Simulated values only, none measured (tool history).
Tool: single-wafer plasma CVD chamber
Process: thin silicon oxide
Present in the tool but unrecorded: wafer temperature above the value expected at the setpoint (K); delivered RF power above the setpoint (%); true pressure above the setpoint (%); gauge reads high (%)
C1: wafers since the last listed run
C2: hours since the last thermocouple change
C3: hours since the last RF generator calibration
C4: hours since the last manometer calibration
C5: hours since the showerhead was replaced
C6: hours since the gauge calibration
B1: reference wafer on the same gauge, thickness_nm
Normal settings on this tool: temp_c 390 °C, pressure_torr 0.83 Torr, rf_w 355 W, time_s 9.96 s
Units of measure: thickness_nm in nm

Run 1, hour 0: usual settings but time_s 9.46 s; C1 0; C2 2357.9; C3 94.1; C4 1016.3; C5 6925.3; C6 1183.7; B1 24.199. Result: thickness_nm 19.774 nm.
Run 2, hour 47.5: usual settings but time_s 9.46 s; C1 1500; C2 2405.4; C3 141.6; C4 1063.8; C5 6972.8; C6 1231.2; B1 24.201. Result: thickness_nm 19.843 nm.
Run 3, hour 90.1: usual settings; C1 1345; C2 2448; C3 184.2; C4 1106.4; C5 7015.4; C6 1273.8; B1 24.207. Result: thickness_nm 20.914 nm.
Run 4, hour 149.8: usual settings; C1 1885; C2 2507.7; C3 243.9; C4 1166.1; C5 7075.1; C6 1333.5; B1 24.187. Result: thickness_nm 20.948 nm.
Run 5, hour 227.5: usual settings; C1 2454; C2 2585.4; C3 321.6; C4 1243.8; C5 7152.8; C6 1411.2; B1 24.216. Result: thickness_nm 21.006 nm.
Run 6, hour 271.5: usual settings; C1 1389; C2 2629.4; C3 365.6; C4 1287.8; C5 7196.8; C6 1455.2; B1 24.191. Result: thickness_nm 20.908 nm.
At hour 450.3: showerhead replaced.
Run 7, hour 588.2: usual settings; C1 9751; C2 2946.1; C3 682.3; C4 1604.5; C5 137.9; C6 1771.9; B1 24.211. Result: thickness_nm 20.899 nm.
Run 8, hour 627.9: usual settings but rf_w 400 W; C1 1254; C2 2985.8; C3 722; C4 1644.2; C5 177.6; C6 1811.6; B1 24.196. Result: thickness_nm 21.968 nm.
At hour 710.5: thermocouple changed; heater temperature recalibrated.
Run 9, hour 839.5: usual settings; C1 6431; C2 129; C3 933.6; C4 1855.8; C5 389.2; C6 2023.2; B1 24.215. Result: thickness_nm 20.823 nm.
Run 10, hour 944.7: usual settings; C1 3323; C2 234.2; C3 1038.8; C4 1961; C5 494.4; C6 2128.4; B1 24.205. Result: thickness_nm 21.014 nm.
Run 11, hour 1028.7: usual settings; C1 2653; C2 318.2; C3 1122.8; C4 2045; C5 578.4; C6 2212.4; B1 24.206. Result: thickness_nm 20.986 nm.
Run 12, hour 1095.9: usual settings but temp_c 381 °C, pressure_torr 1.017 Torr, time_s 9.3 s; C1 2122; C2 385.4; C3 1190; C4 2112.2; C5 645.6; C6 2279.6; B1 24.205. Result: thickness_nm 23.392 nm.
Run 13, hour 1189.2: usual settings; C1 2947; C2 478.7; C3 1283.3; C4 2205.5; C5 738.9; C6 2372.9; B1 24.194. Result: thickness_nm 20.844 nm.
At hour 1216.3: capacitance manometer re-zeroed and calibrated.
Run 14, hour 1277.4: usual settings; C1 2533; C2 566.9; C3 1371.5; C4 61.1; C5 827.1; C6 2461.1; B1 24.207. Result: thickness_nm 21.011 nm.
Run 15, hour 1326.4: usual settings but rf_w 410 W, time_s 9.08 s; C1 1547; C2 615.9; C3 1420.5; C4 110.1; C5 876.1; C6 2510.1; B1 24.193. Result: thickness_nm 20.312 nm.
At hour 1342.1: gauge calibrated.
Run 16, hour 1433.4: usual settings but pressure_torr 0.885 Torr; C1 3380; C2 722.9; C3 1527.5; C4 217.1; C5 983.1; C6 91.3; B1 24.206. Result: thickness_nm 22.115 nm.
Run 17, hour 1533: usual settings; C1 3146; C2 822.5; C3 1627.1; C4 316.7; C5 1082.7; C6 190.9; B1 24.199. Result: thickness_nm 20.876 nm.
Run 18, hour 1597.3: usual settings; C1 2031; C2 886.8; C3 1691.4; C4 381; C5 1147; C6 255.2; B1 24.21. Result: thickness_nm 20.884 nm.
At hour 1677.6: RF generator calibrated.
Run 19, hour 1678.1: usual settings but temp_c 386 °C, pressure_torr 0.919 Torr; C1 2299; C2 967.6; C3 0.5; C4 461.8; C5 1227.8; C6 336; B1 24.195. Result: thickness_nm 22.947 nm.
Run 20, hour 1782.5: usual settings but temp_c 398 °C, rf_w 375 W; C1 3297; C2 1072; C3 104.9; C4 566.2; C5 1332.2; C6 440.4; B1 24.192. Result: thickness_nm 21.298 nm.
Run 21, hour 1865: usual settings but pressure_torr 0.762 Torr; C1 2606; C2 1154.5; C3 187.4; C4 648.7; C5 1414.7; C6 522.9; B1 24.198. Result: thickness_nm 19.195 nm.
Run 22, hour 1950.8: usual settings; C1 2710; C2 1240.3; C3 273.2; C4 734.5; C5 1500.5; C6 608.7; B1 24.194. Result: thickness_nm 21.004 nm.
Run 23, hour 2035.2: usual settings; C1 2666; C2 1324.7; C3 357.6; C4 818.9; C5 1584.9; C6 693.1; B1 24.216. Result: thickness_nm 20.962 nm.
Run 24, hour 2130.2: usual settings but rf_w 425 W; C1 3000; C2 1419.7; C3 452.6; C4 913.9; C5 1679.9; C6 788.1; B1 24.203. Result: thickness_nm 22.624 nm.
Run 25, hour 2170.4: usual settings but temp_c 396 °C, pressure_torr 0.732 Torr, rf_w 305 W, time_s 9.17 s; C1 1269; C2 1459.9; C3 492.8; C4 954.1; C5 1720.1; C6 828.3; B1 24.205. Result: thickness_nm 15.541 nm.
Run 26, hour 2255.5: usual settings; C1 2688; C2 1545; C3 577.9; C4 1039.2; C5 1805.2; C6 913.4; B1 24.204. Result: thickness_nm 20.906 nm.
Run 27, hour 2308.4: usual settings but temp_c 383 °C, pressure_torr 0.641 Torr, rf_w 300 W; C1 1671; C2 1597.9; C3 630.8; C4 1092.1; C5 1858.1; C6 966.3; B1 24.193. Result: thickness_nm 14.409 nm.
Run 28, hour 2366.9: usual settings but temp_c 381 °C; C1 1847; C2 1656.4; C3 689.3; C4 1150.6; C5 1916.6; C6 1024.8; B1 24.19. Result: thickness_nm 21.076 nm.
Run 29, hour 2450.9: usual settings but temp_c 385 °C; C1 2653; C2 1740.4; C3 773.3; C4 1234.6; C5 2000.6; C6 1108.8; B1 24.198. Result: thickness_nm 21.007 nm.
Run 30, hour 2525.2: usual settings but pressure_torr 0.729 Torr, rf_w 300 W, time_s 8.49 s; C1 2347; C2 1814.7; C3 847.6; C4 1308.9; C5 2074.9; C6 1183.1; B1 24.195. Result: thickness_nm 14.252 nm.

Take each entry between the runs: how does the hidden state at the last listed run before it differ from the hidden state at the first listed run after it?
In the gap between runs 6 and 7: showerhead replaced (hour 450.3)
  both runs share identical hidden conditions
In the gap between runs 8 and 9: thermocouple changed; heater temperature recalibrated (hour 710.5)
  both runs share identical hidden conditions
In the gap between runs 13 and 14: capacitance manometer re-zeroed and calibrated (hour 1216.3)
  both runs share identical hidden conditions
In the gap between runs 15 and 16: gauge calibrated (hour 1342.1)
  both runs share identical hidden conditions
In the gap between runs 18 and 19: RF generator calibrated (hour 1677.6)
  both runs share identical hidden conditions
